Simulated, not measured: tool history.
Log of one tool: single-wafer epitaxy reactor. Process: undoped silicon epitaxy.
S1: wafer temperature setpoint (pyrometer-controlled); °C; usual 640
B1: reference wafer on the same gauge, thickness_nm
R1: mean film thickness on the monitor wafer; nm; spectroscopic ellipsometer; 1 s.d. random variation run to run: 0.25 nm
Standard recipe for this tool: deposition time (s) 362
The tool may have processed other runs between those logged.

{"run": 1, "hour": 0.0, "S1": 640, "deposition time (s)": 362, "B1": 56.68, "R1": 53.897}
{"run": 2, "hour": 20.5, "S1": 640, "deposition time (s)": 362, "B1": 56.602, "R1": 54.05}
{"run": 3, "hour": 46.4, "S1": 640, "deposition time (s)": 362, "B1": 56.731, "R1": 54.259}
{"run": 4, "hour": 73.7, "S1": 640, "deposition time (s)": 362, "B1": 56.731, "R1": 53.533}
{"run": 5, "hour": 105.9, "S1": 640, "deposition time (s)": 362, "B1": 56.678, "R1": 53.71}
{"run": 6, "hour": 124.0, "S1": 640, "deposition time (s)": 362, "B1": 56.69, "R1": 53.848}
{"run": 7, "hour": 151.2, "S1": 633, "deposition time (s)": 362, "B1": 56.635, "R1": 45.091}
{"hour": 204.3, "done": "gauge calibrated"}
{"run": 8, "hour": 237.1, "S1": 633, "deposition time (s)": 362, "B1": 56.746, "R1": 45.005}
{"run": 9, "hour": 251.1, "S1": 649, "deposition time (s)": 362, "B1": 56.65, "R1": 67.501}
{"run": 10, "hour": 273.3, "S1": 649, "deposition time (s)": 362, "B1": 56.613, "R1": 66.657}
{"run": 11, "hour": 306.4, "S1": 649, "deposition time (s)": 362, "B1": 56.687, "R1": 66.032}
{"run": 12, "hour": 334.1, "S1": 631, "deposition time (s)": 385, "B1": 56.656, "R1": 44.794}
{"run": 13, "hour": 362.1, "S1": 631, "deposition time (s)": 385, "B1": 56.781, "R1": 45.073}
{"run": 14, "hour": 393.1, "S1": 631, "deposition time (s)": 385, "B1": 56.768, "R1": 44.438}
{"run": 15, "hour": 423.2, "S1": 640, "deposition time (s)": 362, "B1": 56.577, "R1": 52.806}
{"run": 16, "hour": 441.2, "S1": 640, "deposition time (s)": 362, "B1": 56.77, "R1": 53.071}
{"run": 17, "hour": 476.0, "S1": 640, "deposition time (s)": 409, "B1": 56.751, "R1": 59.946}
{"run": 18, "hour": 488.4, "S1": 640, "deposition time (s)": 409, "B1": 56.728, "R1": 59.773}
{"run": 19, "hour": 540.1, "S1": 632, "deposition time (s)": 407, "B1": 56.724, "R1": 48.125}
{"run": 20, "hour": 575.0, "S1": 640, "deposition time (s)": 362, "B1": 56.639, "R1": 52.375}
{"run": 21, "hour": 597.6, "S1": 630, "deposition time (s)": 297, "B1": 56.672, "R1": 32.933}
{"run": 22, "hour": 626.3, "S1": 633, "deposition time (s)": 299, "B1": 56.653, "R1": 36.056}
{"hour": 662.6, "done": "pyrometer calibrated"}
{"run": 23, "hour": 663.1, "S1": 633, "deposition time (s)": 310, "B1": 56.593, "R1": 39.638}
{"run": 24, "hour": 693.3, "S1": 653, "deposition time (s)": 402, "B1": 56.612, "R1": 84.591}
{"run": 25, "hour": 724.5, "S1": 653, "deposition time (s)": 381, "B1": 56.76, "R1": 80.217}
{"run": 26, "hour": 759.3, "S1": 650, "deposition time (s)": 362, "B1": 56.678, "R1": 70.675}
{"hour": 767.1, "done": "gauge calibrated"}
{"run": 27, "hour": 786.9, "S1": 626, "deposition time (s)": 362, "B1": 56.721, "R1": 38.347}
{"run": 28, "hour": 819.5, "S1": 652, "deposition time (s)": 338, "B1": 56.737, "R1": 69.804}
{"run": 29, "hour": 836.1, "S1": 640, "deposition time (s)": 410, "B1": 56.723, "R1": 62.573}
{"run": 30, "hour": 865.8, "S1": 628, "deposition time (s)": 324, "B1": 56.729, "R1": 35.764}
{"run": 31, "hour": 897.4, "S1": 633, "deposition time (s)": 362, "B1": 56.687, "R1": 45.432}
{"run": 32, "hour": 923.1, "S1": 630, "deposition time (s)": 297, "B1": 56.664, "R1": 34.895}
{"run": 33, "hour": 946.3, "S1": 640, "deposition time (s)": 362, "B1": 56.653, "R1": 54.81}
{"run": 34, "hour": 1014.2, "S1": 631, "deposition time (s)": 385, "B1": 56.703, "R1": 45.68}
{"run": 35, "hour": 1031.0, "S1": 635, "deposition time (s)": 362, "B1": 56.665, "R1": 48.228}
{"run": 36, "hour": 1045.0, "S1": 640, "deposition time (s)": 362, "B1": 56.602, "R1": 54.137}
{"run": 37, "hour": 1068.1, "S1": 631, "deposition time (s)": 432, "B1": 56.743, "R1": 51.21}
{"run": 38, "hour": 1094.6, "S1": 640, "deposition time (s)": 420, "B1": 56.839, "R1": 63.005}

Consider 4 possible next runs. They are alternatives, not a sequence: every one starts from the tool as it was left by run 38. What does each give?
{"run": "A", "hour": 1095.1, "S1": 647, "deposition time (s)": 362, "B1": "?", "R1": "?"}
{"run": "B", "hour": 1095.1, "S1": 647, "deposition time (s)": 315, "B1": "?", "R1": "?"}
{"run": "C", "hour": 1095.1, "S1": 644, "deposition time (s)": 387, "B1": "?", "R1": "?"}
{"run": "D", "hour": 1095.1, "S1": 627, "deposition time (s)": 408, "B1": "?", "R1": "?"}

run=A B1=56.708 R1=64.738
run=B B1=56.708 R1=56.333
run=C B1=56.708 R1=64.192
run=D B1=56.708 R1=43.704
What these runs would have given with no unlogged condition in the tool:
run=A R1=65.92
run=B R1=57.361
run=C R1=65.372
run=D R1=44.543
